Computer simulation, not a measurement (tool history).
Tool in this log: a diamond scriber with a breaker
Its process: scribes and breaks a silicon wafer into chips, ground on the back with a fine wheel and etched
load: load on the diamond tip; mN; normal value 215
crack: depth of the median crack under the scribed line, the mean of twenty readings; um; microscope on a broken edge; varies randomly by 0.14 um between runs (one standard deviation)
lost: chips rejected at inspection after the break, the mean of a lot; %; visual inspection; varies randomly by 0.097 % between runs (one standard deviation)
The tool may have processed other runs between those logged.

run    hour  load  wafers since the last listed run  hours since the diamond tip was replaced  hours since the load on the tip was calibrated  incoming depth of the damage left on the back of the incoming wafer, um  crack   lost
  1       0   186                                 0                                     366.1                                           535.5                                                                     0.67   10.3   5.27
  2    25.8   196                               160                                     391.9                                           561.3                                                                     0.56   10.7   4.12
         51  -- diamond tip replaced by a new one
  3      54   183                               163                                         3                                           589.5                                                                     0.59  10.62   2.81
  4    86.5   183                               202                                      35.5                                             622                                                                     0.32  10.66   2.68
  5   105.7   201                               119                                      54.7                                           641.2                                                                      0.5  11.54   1.64
  6   134.3   201                               178                                      83.3                                           669.8                                                                     0.73  11.38   1.82
  7   160.3   164                               161                                     109.3                                           695.8                                                                     0.65  10.18    4.8
  8     192   215                               197                                       141                                           727.5                                                                     0.55  11.89   1.49
  9   220.5   215                               177                                     169.5                                             756                                                                     0.56  11.55   1.53
 10   260.4   215                               248                                     209.4                                           795.9                                                                     0.53  11.75   1.69
 11   282.6   215                               138                                     231.6                                           818.1                                                                     0.61   11.4   1.47
 12   303.1   215                               127                                     252.1                                           838.6                                                                     0.46  11.62   1.74
 13     330   215                               167                                       279                                           865.5                                                                     0.34  11.49   1.71
 14   360.9   215                               192                                     309.9                                           896.4                                                                     0.75  11.34   1.89
 15   376.3   215                                95                                     325.3                                           911.8                                                                     0.33  11.24   1.78
 16   400.8   254                               152                                     349.8                                           936.3                                                                     0.72  12.48   1.75
      425.3  -- diamond tip replaced by a new one
 17     432   215                               181                                       6.7                                           967.5                                                                     0.53  10.31   4.37
 18   461.4   193                               183                                      36.1                                           996.9                                                                     0.36   9.86   6.99
 19   486.9   193                               158                                      61.6                                          1022.4                                                                     0.45   9.81   6.96
 20   508.5   193                               134                                      83.2                                            1044                                                                     0.71   9.83   7.31
 21   530.7   193                               138                                     105.4                                          1066.2                                                                     0.78   9.65      8
      549.6  -- load on the tip recalibrated
 22   564.6   174                               198                                     139.3                                              15                                                                     0.73   8.96  10.53
      625.9  -- diamond tip replaced by a new one, repeated, since the last time left the tool worse
 23   626.4   185                               372                                       0.5                                            76.8                                                                     0.78   10.9   2.51
 24   643.8   215                               108                                      17.9                                            94.2                                                                     0.31  11.85   1.45
 25   660.1   279                               101                                      34.2                                           110.5                                                                     0.67  13.78   4.23
 26   682.5   165                               139                                      56.6                                           132.9                                                                     0.35  10.09   4.51
 27   713.6   188                               193                                      87.7                                             164                                                                     0.42  10.98   2.47
 28   736.3   215                               141                                     110.4                                           186.7                                                                     0.74  11.46   1.53
 29   763.2   152                               167                                     137.3                                           213.6                                                                     0.48   9.64   7.29
 30   777.6   273                                89                                     151.7                                             228                                                                     0.32  13.32   3.38
 31     803   215                               158                                     177.1                                           253.4                                                                     0.32  11.72   1.59
 32   821.9   215                               117                                       196                                           272.3                                                                     0.43   11.5   1.58
 33   852.8   158                               192                                     226.9                                           303.2                                                                     0.42   9.73   7.66
 34   868.4   180                                97                                     242.5                                           318.8                                                                     0.66  10.66   3.79
 35   887.9   258                               121                                       262                                           338.3                                                                     0.53  12.85   1.99
 36   919.1   187                               194                                     293.2                                           369.5                                                                     0.71  10.59   3.98
 37   952.9   173                               210                                       327                                           403.3                                                                     0.48   9.77   6.54
       1004  -- diamond tip replaced by a new one
 38  1032.6   178                               483                                      28.6                                             483                                                                     0.38  10.62   3.52
 39  1062.3   182                               184                                      58.3                                           512.7                                                                     0.34  10.68   2.84
 40  1089.8   215                               171                                      85.8                                           540.2                                                                     0.43  12.01   1.31

Results for each run, recomputed without the tool's hidden state and with each run's random variation untouched:
Unlogged tool condition in this case: share of the diamond tip's cutting effectiveness lost through wear, %; deviation of the load on the tip from its setpoint, %.
run  crack  lost
  1  11.02  2.74
  2  11.57  1.97
  3  10.64  2.76
  4  10.69  2.62
  5  11.57   1.6
  6  11.44  1.76
  7  10.26   4.5
  8  12.02  1.47
  9  11.73  1.49
 10  12.02  1.61
 11  11.72  1.37
 12  12.01  1.58
 13  11.95  1.48
 14   11.9  1.53
 15  11.85  1.39
 16  13.28  2.97
 17  11.83  1.55
 18  11.32  1.99
 19  11.28  1.96
 20  11.32  2.04
 21  11.15  2.19
 22   10.4  3.24
 23     11   2.3
 24  11.96  1.44
 25  13.91  4.61
 26   10.2  4.11
 27  11.12  2.19
 28  11.63  1.49
 29   9.81  6.34
 30  13.59  4.08
 31     12   1.5
 32  11.82  1.47
 33  10.06  5.82
 34  11.07  2.64
 35  13.41  2.98
 36  11.14  2.42
 37  10.39  3.76
 38  10.71  3.25
 39  10.78  2.59
 40  12.15   1.3
